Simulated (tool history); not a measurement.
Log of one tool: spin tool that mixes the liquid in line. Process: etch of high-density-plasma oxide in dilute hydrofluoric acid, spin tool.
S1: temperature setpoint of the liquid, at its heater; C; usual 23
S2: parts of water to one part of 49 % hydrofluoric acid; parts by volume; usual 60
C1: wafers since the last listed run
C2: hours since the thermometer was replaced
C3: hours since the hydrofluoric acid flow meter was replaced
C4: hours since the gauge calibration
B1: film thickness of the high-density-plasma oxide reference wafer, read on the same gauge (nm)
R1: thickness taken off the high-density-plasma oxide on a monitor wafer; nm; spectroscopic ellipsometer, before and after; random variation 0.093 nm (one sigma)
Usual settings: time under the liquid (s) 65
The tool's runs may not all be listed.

Run 1, hour 0: usual settings but time under the liquid (s) 55; C1 0; C2 903.5; C3 1262.7; C4 376; B1 119.99. Result: R1 9.17 nm.
Run 2, hour 71.9: usual settings; C1 1145; C2 975.4; C3 1334.6; C4 447.9; B1 120.06. Result: R1 11.05 nm.
Run 3, hour 163.4: usual settings; C1 1457; C2 1066.9; C3 1426.1; C4 539.4; B1 119.99. Result: R1 10.94 nm.
Run 4, hour 242.6: usual settings but S1 20 C; C1 1261; C2 1146.1; C3 1505.3; C4 618.6; B1 119.96. Result: R1 9.69 nm.
Run 5, hour 314.4: usual settings; C1 1143; C2 1217.9; C3 1577.1; C4 690.4; B1 119.98. Result: R1 10.78 nm.
Run 6, hour 413.9: usual settings; C1 1585; C2 1317.4; C3 1676.6; C4 789.9; B1 119.97. Result: R1 10.82 nm.
Run 7, hour 482: usual settings but S1 21 C; C1 1084; C2 1385.5; C3 1744.7; C4 858; B1 119.99. Result: R1 10.16 nm.
Run 8, hour 535.3: usual settings but S1 21 C; C1 849; C2 1438.8; C3 1798; C4 911.3; B1 120. Result: R1 10.13 nm.
At hour 590.1: hydrofluoric acid flow meter replaced.
Run 9, hour 608.7: usual settings; C1 1153; C2 1512.2; C3 18.6; C4 984.7; B1 120.03. Result: R1 10.95 nm.
Run 10, hour 664.3: usual settings but S2 40 parts by volume, time under the liquid (s) 90; C1 885; C2 1567.8; C3 74.2; C4 1040.3; B1 119.97. Result: R1 23.31 nm.
Run 11, hour 721: usual settings; C1 903; C2 1624.5; C3 130.9; C4 1097; B1 119.95. Result: R1 11.09 nm.
At hour 758.8: gauge calibrated.
Run 12, hour 761.7: usual settings but S1 26.5 C, S2 45 parts by volume, time under the liquid (s) 25; C1 648; C2 1665.2; C3 171.6; C4 2.9; B1 120. Result: R1 6.6 nm.
At hour 834.3: thermometer replaced.
Run 13, hour 855.5: usual settings but S1 19.5 C; C1 1478; C2 21.2; C3 265.4; C4 96.7; B1 119.98. Result: R1 9.36 nm.
Run 14, hour 941.9: usual settings but S1 27 C, S2 85 parts by volume; C1 1376; C2 107.6; C3 351.8; C4 183.1; B1 119.99. Result: R1 8.79 nm.
Run 15, hour 1028.2: usual settings; C1 1374; C2 193.9; C3 438.1; C4 269.4; B1 119.99. Result: R1 10.99 nm.
Run 16, hour 1089.5: usual settings but S1 26.5 C, time under the liquid (s) 75; C1 976; C2 255.2; C3 499.4; C4 330.7; B1 119.97. Result: R1 14.75 nm.
Run 17, hour 1171.1: usual settings but S1 21.5 C, S2 35 parts by volume, time under the liquid (s) 30; C1 1300; C2 336.8; C3 581; C4 412.3; B1 119.99. Result: R1 8.41 nm.
Run 18, hour 1246.4: usual settings but S1 25 C, S2 40 parts by volume, time under the liquid (s) 30; C1 1199; C2 412.1; C3 656.3; C4 487.6; B1 119.99. Result: R1 8.32 nm.
Run 19, hour 1285.2: usual settings but S1 21 C, time under the liquid (s) 105; C1 618; C2 450.9; C3 695.1; C4 526.4; B1 119.99. Result: R1 16.64 nm.

5 ways to go on from here, each from the tool as it stands after run 19. What would each give?
Run A, hour 1285.6: usual settings; C1 6; C2 451.3; C3 695.5; C4 526.8; B1 ?. Result: R1 ?.
Run B, hour 1285.6: usual settings but S2 85 parts by volume; C1 6; C2 451.3; C3 695.5; C4 526.8; B1 ?. Result: R1 ?.
Run C, hour 1285.6: usual settings but S1 26.5 C, S2 80 parts by volume, time under the liquid (s) 40; C1 6; C2 451.3; C3 695.5; C4 526.8; B1 ?. Result: R1 ?.
Run D, hour 1285.6: usual settings but S1 21.5 C; C1 6; C2 451.3; C3 695.5; C4 526.8; B1 ?. Result: R1 ?.
Run E, hour 1285.6: usual settings but S1 26 C, time under the liquid (s) 90; C1 6; C2 451.3; C3 695.5; C4 526.8; B1 ?. Result: R1 ?.

run      B1     R1
  A  120.01  11.08
  B  120.01   7.58
  C  120.01   5.74
  D  120.01  10.41
  E  120.01  17.33
Without the tool's hidden state the same runs would have given:
run     R1
  A  11.08
  B   7.58
  C   5.74
  D  10.41
  E  17.33
